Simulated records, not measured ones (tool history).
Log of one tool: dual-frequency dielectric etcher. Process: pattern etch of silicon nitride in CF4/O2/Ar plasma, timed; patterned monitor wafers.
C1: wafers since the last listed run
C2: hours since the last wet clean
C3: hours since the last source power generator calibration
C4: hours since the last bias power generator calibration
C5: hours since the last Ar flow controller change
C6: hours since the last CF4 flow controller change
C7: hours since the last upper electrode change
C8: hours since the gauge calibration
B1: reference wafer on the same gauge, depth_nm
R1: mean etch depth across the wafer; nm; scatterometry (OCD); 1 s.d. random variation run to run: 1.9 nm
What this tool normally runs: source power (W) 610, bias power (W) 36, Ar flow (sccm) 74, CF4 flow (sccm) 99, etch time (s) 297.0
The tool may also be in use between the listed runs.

Run 1, day 0.000: usual settings but bias power (W) 43, Ar flow (sccm) 62, CF4 flow (sccm) 88, etch time (s) 222.0; C1 0; C2 77.2; C3 2637.1; C4 3088.7; C5 4107.2; C6 6175.3; C7 0.5; C8 1016.9; B1 732.6. Result: R1 517.8 nm.
Run 2, day 0.017: usual settings but source power (W) 650, bias power (W) 31, CF4 flow (sccm) 76, etch time (s) 353.5; C1 1; C2 77.6; C3 2637.5; C4 3089.1; C5 4107.6; C6 6175.7; C7 0.9; C8 1017.3; B1 732.6. Result: R1 771.7 nm.
At day 0.821: CF4 flow controller replaced.
Run 3, day 0.896: usual settings but bias power (W) 44, Ar flow (sccm) 61, etch time (s) 330.0; C1 68; C2 98.7; C3 2658.6; C4 3110.2; C5 4128.7; C6 1.8; C7 22.0; C8 1038.4; B1 732.4. Result: R1 778.6 nm.
Run 4, day 2.104: usual settings but source power (W) 530, CF4 flow (sccm) 86, etch time (s) 360.0; C1 131; C2 127.7; C3 2687.6; C4 3139.2; C5 4157.7; C6 30.8; C7 51.0; C8 1067.4; B1 732.5. Result: R1 668.8 nm.
At day 2.762: Ar flow controller replaced.
Run 5, day 2.775: usual settings but etch time (s) 231.0; C1 45; C2 143.8; C3 2703.7; C4 3155.3; C5 0.3; C6 46.9; C7 67.1; C8 1083.5; B1 733.0. Result: R1 505.9 nm.
Run 6, day 4.046: usual settings but etch time (s) 377.5; C1 138; C2 174.3; C3 2734.2; C4 3185.8; C5 30.8; C6 77.4; C7 97.6; C8 1114.0; B1 733.5. Result: R1 829.4 nm.
Run 7, day 5.325: usual settings; C1 139; C2 205.0; C3 2764.9; C4 3216.5; C5 61.5; C6 108.1; C7 128.3; C8 1144.7; B1 733.1. Result: R1 649.9 nm.
Run 8, day 5.979: usual settings but CF4 flow (sccm) 106, etch time (s) 217.5; C1 71; C2 220.7; C3 2780.6; C4 3232.2; C5 77.2; C6 123.8; C7 144.0; C8 1160.4; B1 732.6. Result: R1 477.0 nm.
At day 6.529: bias power generator calibrated.
Run 9, day 7.100: usual settings but bias power (W) 29, etch time (s) 360.0; C1 103; C2 247.6; C3 2807.5; C4 13.7; C5 104.1; C6 150.7; C7 170.9; C8 1187.3; B1 733.4. Result: R1 739.2 nm.
Run 10, day 7.667: usual settings; C1 61; C2 261.2; C3 2821.1; C4 27.3; C5 117.7; C6 164.3; C7 184.5; C8 1200.9; B1 732.9. Result: R1 650.7 nm.
At day 9.358: source power generator calibrated.
Run 11, day 12.104: usual settings but bias power (W) 30; C1 465; C2 367.7; C3 65.9; C4 133.8; C5 224.2; C6 270.8; C7 291.0; C8 1307.4; B1 733.7. Result: R1 615.5 nm.
Run 12, day 13.233: usual settings; C1 123; C2 394.8; C3 93.0; C4 160.9; C5 251.3; C6 297.9; C7 318.1; C8 1334.5; B1 733.4. Result: R1 651.8 nm.
At day 13.704: gauge calibrated.
Run 13, day 14.575: usual settings; C1 146; C2 427.0; C3 125.2; C4 193.1; C5 283.5; C6 330.1; C7 350.3; C8 20.9; B1 721.5. Result: R1 638.2 nm.
Run 14, day 15.729: usual settings but Ar flow (sccm) 79, CF4 flow (sccm) 116, etch time (s) 248.5; C1 125; C2 454.7; C3 152.9; C4 220.8; C5 311.2; C6 357.8; C7 378.0; C8 48.6; B1 722.1. Result: R1 537.7 nm.
Run 15, day 16.850: usual settings but source power (W) 570, Ar flow (sccm) 60, etch time (s) 242.5; C1 122; C2 481.6; C3 179.8; C4 247.7; C5 338.1; C6 384.7; C7 404.9; C8 75.5; B1 723.3. Result: R1 496.6 nm.
Run 16, day 18.067: usual settings but CF4 flow (sccm) 106, etch time (s) 217.5; C1 132; C2 510.8; C3 209.0; C4 276.9; C5 367.3; C6 413.9; C7 434.1; C8 104.7; B1 724.5. Result: R1 473.3 nm.
Run 17, day 19.212: usual settings but source power (W) 690; C1 124; C2 538.3; C3 236.5; C4 304.4; C5 394.8; C6 441.4; C7 461.6; C8 132.2; B1 724.5. Result: R1 728.5 nm.
At day 20.675: wet clean of the chamber.
Run 18, day 20.696: usual settings but bias power (W) 43, Ar flow (sccm) 79, etch time (s) 270.0; C1 52; C2 0.5; C3 272.1; C4 340.0; C5 430.4; C6 477.0; C7 497.2; C8 167.8; B1 725.5. Result: R1 616.2 nm.
Run 19, day 20.712: usual settings but Ar flow (sccm) 59; C1 1; C2 0.9; C3 272.5; C4 340.4; C5 430.8; C6 477.4; C7 497.6; C8 168.2; B1 725.1. Result: R1 657.2 nm.
Run 20, day 21.933: usual settings but bias power (W) 31, Ar flow (sccm) 86; C1 133; C2 30.2; C3 301.8; C4 369.7; C5 460.1; C6 506.7; C7 526.9; C8 197.5; B1 727.3. Result: R1 607.2 nm.
Run 21, day 23.388: usual settings but CF4 flow (sccm) 77, etch time (s) 261.0; C1 158; C2 65.1; C3 336.7; C4 404.6; C5 495.0; C6 541.6; C7 561.8; C8 232.4; B1 727.6. Result: R1 554.0 nm.
Run 22, day 24.858: usual settings; C1 160; C2 100.4; C3 372.0; C4 439.9; C5 530.3; C6 576.9; C7 597.1; C8 267.7; B1 728.0. Result: R1 646.5 nm.

Results for each run, recomputed without the tool's hidden state and with each run's random variation untouched:
Unlogged tool condition in this case: etch rate over this chamber's usual, %; source power that arrives over what is set, %; bias power that arrives over what is set, %; Ar flow that arrives over what is set, %; CF4 flow that arrives over what is set, %; gauge reads high (%).
run     R1
  1  508.2
  2  757.3
  3  764.0
  4  656.2
  5  496.4
  6  813.6
  7  637.5
  8  467.8
  9  725.0
 10  638.2
 11  603.5
 12  639.1
 13  636.3
 14  535.4
 15  493.9
 16  470.1
 17  722.7
 18  610.6
 19  651.2
 20  601.1
 21  547.8
 22  638.6

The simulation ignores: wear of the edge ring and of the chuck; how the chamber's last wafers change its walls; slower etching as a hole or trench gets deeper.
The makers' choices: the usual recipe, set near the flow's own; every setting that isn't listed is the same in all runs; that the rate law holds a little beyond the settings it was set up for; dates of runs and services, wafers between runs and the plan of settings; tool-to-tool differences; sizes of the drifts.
